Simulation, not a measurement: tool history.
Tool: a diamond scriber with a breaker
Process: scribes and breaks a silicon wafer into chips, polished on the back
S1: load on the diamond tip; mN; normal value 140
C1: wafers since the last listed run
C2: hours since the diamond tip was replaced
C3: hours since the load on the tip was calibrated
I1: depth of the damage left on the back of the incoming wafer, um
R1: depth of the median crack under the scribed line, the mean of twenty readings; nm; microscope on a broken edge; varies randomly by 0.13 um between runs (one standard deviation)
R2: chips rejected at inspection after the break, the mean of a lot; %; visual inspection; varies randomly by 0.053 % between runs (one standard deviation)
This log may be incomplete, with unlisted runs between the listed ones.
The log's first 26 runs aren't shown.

At hour 632.5: load on the tip recalibrated.
Run 27, hour 648.8: usual settings but S1 168 mN; C1 28; C2 242.7; C3 16.3; I1 0.05. Result: R1 12210 nm, R2 3.48 %.
Run 28, hour 673: usual settings but S1 153 mN; C1 36; C2 266.9; C3 40.5; I1 0.01. Result: R1 11570 nm, R2 1.35 %.
Run 29, hour 706.7: usual settings; C1 50; C2 300.6; C3 74.2; I1 0.03. Result: R1 10240 nm, R2 1.39 %.
At hour 725.7: diamond tip replaced by a new one.
Run 30, hour 740.2: usual settings but S1 106 mN; C1 47; C2 14.5; C3 107.7; I1 0.01. Result: R1 8610 nm, R2 10.79 %.
Run 31, hour 775.5: usual settings but S1 151 mN; C1 53; C2 49.8; C3 143; I1 0.05. Result: R1 11910 nm, R2 2.96 %.
Run 32, hour 803.3: usual settings but S1 108 mN; C1 41; C2 77.6; C3 170.8; I1 0.05. Result: R1 9020 nm, R2 7.86 %.
Run 33, hour 824: usual settings; C1 31; C2 98.3; C3 191.5; I1 0.02. Result: R1 11140 nm, R2 1.41 %.
Run 34, hour 845: usual settings but S1 105 mN; C1 31; C2 119.3; C3 212.5; I1 0.02. Result: R1 8880 nm, R2 10.53 %.
Run 35, hour 858: usual settings; C1 19; C2 132.3; C3 225.5; I1 0.02. Result: R1 11390 nm, R2 1.52 %.
Run 36, hour 874.4: usual settings but S1 160 mN; C1 24; C2 148.7; C3 241.9; I1 0.04. Result: R1 12580 nm, R2 5.83 %.
Run 37, hour 897.1: usual settings but S1 181 mN; C1 34; C2 171.4; C3 264.6; I1 0.02. Result: R1 14030 nm, R2 12.81 %.
Run 38, hour 922.2: usual settings but S1 158 mN; C1 37; C2 196.5; C3 289.7; I1 0.03. Result: R1 12620 nm, R2 4.99 %.
Run 39, hour 1022.8: usual settings; C1 151; C2 297.1; C3 390.3; I1 0.02. Result: R1 11040 nm, R2 1.11 %.

What will run 40 give?
At hour 1041.2: diamond tip replaced by a new one.
Run 40, hour 1041.7: usual settings; C1 25; C2 0.5; C3 409.2; I1 0.04. Result: R1 ?, R2 ?.

R1: 11530 nm
R2: 2.35 %
Without the tool's hidden state the same run would have given R1 10670 nm, R2 1.08 %.
